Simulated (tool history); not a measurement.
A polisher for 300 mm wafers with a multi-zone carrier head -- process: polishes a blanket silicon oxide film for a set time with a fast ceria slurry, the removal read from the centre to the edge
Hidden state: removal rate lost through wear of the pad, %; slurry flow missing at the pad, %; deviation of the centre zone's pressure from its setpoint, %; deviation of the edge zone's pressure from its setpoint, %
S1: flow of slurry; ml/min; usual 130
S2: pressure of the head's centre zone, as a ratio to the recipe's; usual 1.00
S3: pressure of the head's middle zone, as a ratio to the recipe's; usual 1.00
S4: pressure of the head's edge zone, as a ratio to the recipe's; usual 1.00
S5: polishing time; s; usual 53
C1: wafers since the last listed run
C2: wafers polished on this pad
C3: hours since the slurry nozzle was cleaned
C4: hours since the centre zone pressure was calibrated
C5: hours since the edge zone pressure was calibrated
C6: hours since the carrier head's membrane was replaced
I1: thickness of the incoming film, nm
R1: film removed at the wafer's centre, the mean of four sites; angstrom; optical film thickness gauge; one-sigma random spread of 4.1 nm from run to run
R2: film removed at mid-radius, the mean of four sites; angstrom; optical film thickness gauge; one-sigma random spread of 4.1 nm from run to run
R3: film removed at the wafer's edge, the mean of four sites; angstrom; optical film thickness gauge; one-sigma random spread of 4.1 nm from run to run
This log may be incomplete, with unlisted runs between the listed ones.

run	hour	S1	S2	S3	S4	S5	C1	C2	C3	C4	C5	C6	I1	R1	R2	R3
1	0.0	130	1.00	1.00	1.00	53	0	5460	495.0	246.0	623.9	29.5	1686.3	4831	4873	4840
# hour 88.8: edge zone pressure recalibrated
2	101.3	110	0.92	1.00	0.95	53	1058	6518	596.3	347.3	12.5	130.8	1687.7	4177	4694	4600
# hour 121.7: slurry nozzle cleaned
# hour 163.3: worn pad replaced by a new one
3	175.5	130	1.00	1.00	1.00	53	737	129	53.8	421.5	86.7	205.0	1675.3	4684	4951	4779
4	271.9	130	1.07	0.95	0.96	53	1027	1157	150.2	517.9	183.1	301.4	1733.4	5051	4770	4777
5	318.5	130	1.00	0.90	1.00	48	496	1653	196.8	564.5	229.7	348.0	1708.8	4178	4041	4391
# hour 396.7: centre zone pressure recalibrated
6	422.2	130	0.92	1.09	1.00	63	1083	2737	300.5	25.5	333.4	451.7	1676.3	5398	6266	5781
7	527.0	160	1.00	1.07	1.00	45	1116	3854	405.3	130.3	438.2	556.5	1680.1	4346	4599	4214
8	578.9	130	1.00	1.00	0.89	53	553	4407	457.2	182.2	490.1	608.4	1717.0	4853	4911	4588
# hour 673.6: edge zone pressure recalibrated
9	734.0	105	1.08	1.00	0.89	53	1631	6039	612.3	337.3	60.4	763.5	1711.1	4880	4596	4396
10	809.5	130	0.89	1.00	1.00	36	804	6844	687.8	412.8	135.9	839.0	1722.3	2861	3332	3348
# hour 868.1: slurry nozzle cleaned
11	882.4	115	1.11	1.07	1.00	53	766	7610	14.3	485.7	208.8	911.9	1693.4	5102	5064	4746
# hour 902.2: worn pad replaced by a new one
12	956.3	95	1.00	1.00	0.97	59	745	576	88.2	559.6	282.7	985.8	1701.3	4631	4874	4967
13	1011.9	130	1.00	1.00	1.00	53	592	1168	143.8	615.2	338.3	1041.4	1688.2	4649	4910	4744
# hour 1029.4: centre zone pressure recalibrated
# hour 1051.5: carrier head's membrane replaced by a new one
14	1091.8	130	1.00	1.00	1.00	53	776	1945	223.7	62.4	418.2	40.3	1683.6	4814	4857	4766
15	1164.0	130	1.00	1.00	1.00	53	769	2715	295.9	134.6	490.4	112.5	1707.6	4810	4923	4819
16	1226.8	160	1.00	0.97	1.00	53	669	3384	358.7	197.4	553.2	175.3	1706.0	5009	4980	5005
17	1274.7	95	1.00	1.07	1.00	70	510	3895	406.6	245.3	601.1	223.2	1679.4	5632	6165	6011

Run 18 comes next. What will it give?
18	1318.1	110	1.09	1.00	1.00	53	462	4357	450.0	288.7	644.5	266.6	1713.1	?	?	?

R1: 4872 angstrom
R2: 4669 angstrom
R3: 4659 angstrom
Take away the tool's hidden state, keep the run-to-run variation as it was, and the same run would have given R1 5064 angstrom, R2 4668 angstrom, R3 4659 angstrom.

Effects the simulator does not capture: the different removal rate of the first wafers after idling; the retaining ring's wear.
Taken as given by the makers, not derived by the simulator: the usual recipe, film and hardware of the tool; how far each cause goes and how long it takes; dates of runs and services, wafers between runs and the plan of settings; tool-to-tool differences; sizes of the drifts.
